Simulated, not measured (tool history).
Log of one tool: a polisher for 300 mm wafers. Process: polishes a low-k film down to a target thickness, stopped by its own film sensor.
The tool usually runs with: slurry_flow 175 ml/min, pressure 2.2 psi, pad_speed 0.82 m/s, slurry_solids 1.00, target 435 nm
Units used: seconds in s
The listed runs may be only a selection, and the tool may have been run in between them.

| run | hour | slurry_flow | pressure | pad_speed | slurry_solids | target | wafers since the last listed run | wafers polished on this pad | hours since the slurry nozzle was cleaned | hours since the head pressure was calibrated | hours since the slurry blender was calibrated | hours since the conditioning disc was replaced | incoming thickness of the incoming film, nm | seconds |
|---|---|---|---|---|---|---|---|---|---|---|---|---|---|---|
| 1 | 0.0 | 175 | 2.7 | 0.82 | 1.00 | 426 | 0 | 133 | 524.0 | 613.0 | 114.5 | 286.2 | 466.9 | 96.9 |
| 2 | 17.8 | 175 | 2.7 | 0.82 | 1.00 | 426 | 94 | 228 | 541.8 | 630.8 | 132.3 | 304.0 | 470.8 | 108.3 |
| 3 | 34.9 | 175 | 2.7 | 0.82 | 1.00 | 426 | 90 | 318 | 558.9 | 647.9 | 149.4 | 321.1 | 474.0 | 122.9 |
| 4 | 47.2 | 175 | 2.2 | 0.82 | 1.00 | 435 | 65 | 384 | 571.2 | 660.2 | 161.7 | 333.4 | 474.1 | 125.5 |
| 5 | 54.8 | 220 | 2.2 | 0.82 | 1.00 | 435 | 40 | 424 | 578.8 | 667.8 | 169.3 | 341.0 | 466.9 | 96.5 |
| 6 | 61.1 | 175 | 2.2 | 0.82 | 1.00 | 435 | 33 | 457 | 585.1 | 674.1 | 175.6 | 347.3 | 468.8 | 106.5 |
|  | 69.8 | worn pad replaced by a new one |
| 7 | 74.9 | 175 | 2.4 | 0.82 | 0.85 | 435 | 51 | 26 | 598.9 | 687.9 | 189.4 | 361.1 | 474.5 | 104.7 |
| 8 | 87.7 | 150 | 2.2 | 0.82 | 1.00 | 435 | 67 | 94 | 611.7 | 700.7 | 202.2 | 373.9 | 465.1 | 88.4 |
| 9 | 100.3 | 150 | 2.2 | 0.82 | 1.00 | 435 | 66 | 161 | 624.3 | 713.3 | 214.8 | 386.5 | 459.8 | 76.6 |
| 10 | 112.0 | 150 | 2.2 | 0.82 | 1.00 | 435 | 61 | 223 | 636.0 | 725.0 | 226.5 | 398.2 | 463.9 | 89.8 |
| 11 | 128.0 | 235 | 3.0 | 0.94 | 0.90 | 435 | 84 | 308 | 652.0 | 741.0 | 242.5 | 414.2 | 463.8 | 57.3 |
|  | 140.8 | slurry blender recalibrated |
| 12 | 144.1 | 175 | 2.2 | 0.82 | 1.00 | 435 | 74 | 382 | 668.1 | 757.1 | 3.3 | 430.3 | 468.0 | 100.0 |
| 13 | 160.8 | 175 | 2.2 | 0.82 | 1.25 | 444 | 88 | 471 | 684.8 | 773.8 | 20.0 | 447.0 | 471.8 | 82.2 |
|  | 165.6 | slurry nozzle cleaned |
|  | 184.8 | worn pad replaced by a new one |
| 14 | 188.9 | 175 | 2.2 | 0.82 | 1.00 | 435 | 122 | 21 | 23.3 | 801.9 | 48.1 | 475.1 | 468.4 | 91.9 |
|  | 235.9 | head pressure recalibrated |
| 15 | 239.1 | 175 | 2.2 | 0.82 | 1.00 | 435 | 255 | 277 | 73.5 | 3.2 | 98.3 | 525.3 | 469.0 | 104.2 |
|  | 263.3 | conditioning disc replaced and pad reconditioned |
| 16 | 266.7 | 175 | 2.2 | 0.56 | 0.70 | 435 | 135 | 412 | 101.1 | 30.8 | 125.9 | 3.4 | 470.6 | 166.8 |
| 17 | 278.3 | 155 | 1.7 | 0.72 | 0.80 | 435 | 61 | 474 | 112.7 | 42.4 | 137.5 | 15.0 | 468.1 | 164.1 |
| 18 | 289.7 | 175 | 1.6 | 0.82 | 1.00 | 435 | 60 | 534 | 124.1 | 53.8 | 148.9 | 26.4 | 467.7 | 141.2 |
| 19 | 297.0 | 175 | 2.2 | 0.96 | 1.00 | 426 | 38 | 573 | 131.4 | 61.1 | 156.2 | 33.7 | 467.3 | 116.6 |
|  | 309.6 | worn pad replaced by a new one |
| 20 | 310.1 | 220 | 1.4 | 0.92 | 1.00 | 435 | 48 | 2 | 144.5 | 74.2 | 169.3 | 46.8 | 459.4 | 91.9 |
| 21 | 319.5 | 195 | 2.2 | 0.82 | 1.00 | 435 | 49 | 52 | 153.9 | 83.6 | 178.7 | 56.2 | 460.8 | 74.6 |
| 22 | 330.7 | 175 | 1.9 | 0.82 | 1.00 | 439 | 59 | 111 | 165.1 | 94.8 | 189.9 | 67.4 | 470.5 | 101.1 |
| 23 | 348.5 | 175 | 2.2 | 1.02 | 0.75 | 435 | 94 | 206 | 182.9 | 112.6 | 207.7 | 85.2 | 477.6 | 116.4 |
| 24 | 357.8 | 200 | 2.2 | 0.82 | 1.00 | 435 | 49 | 255 | 192.2 | 121.9 | 217.0 | 94.5 | 468.3 | 97.9 |

Predict the results of run 25:
| 25 | 373.8 | 205 | 2.2 | 0.58 | 1.00 | 435 | 84 | 340 | 208.2 | 137.9 | 233.0 | 110.5 | 474.8 | ? |

seconds: 157.5 s
Were there no unlogged condition in the tool, this run, its random variation unchanged, would have produced seconds 137.5 s.
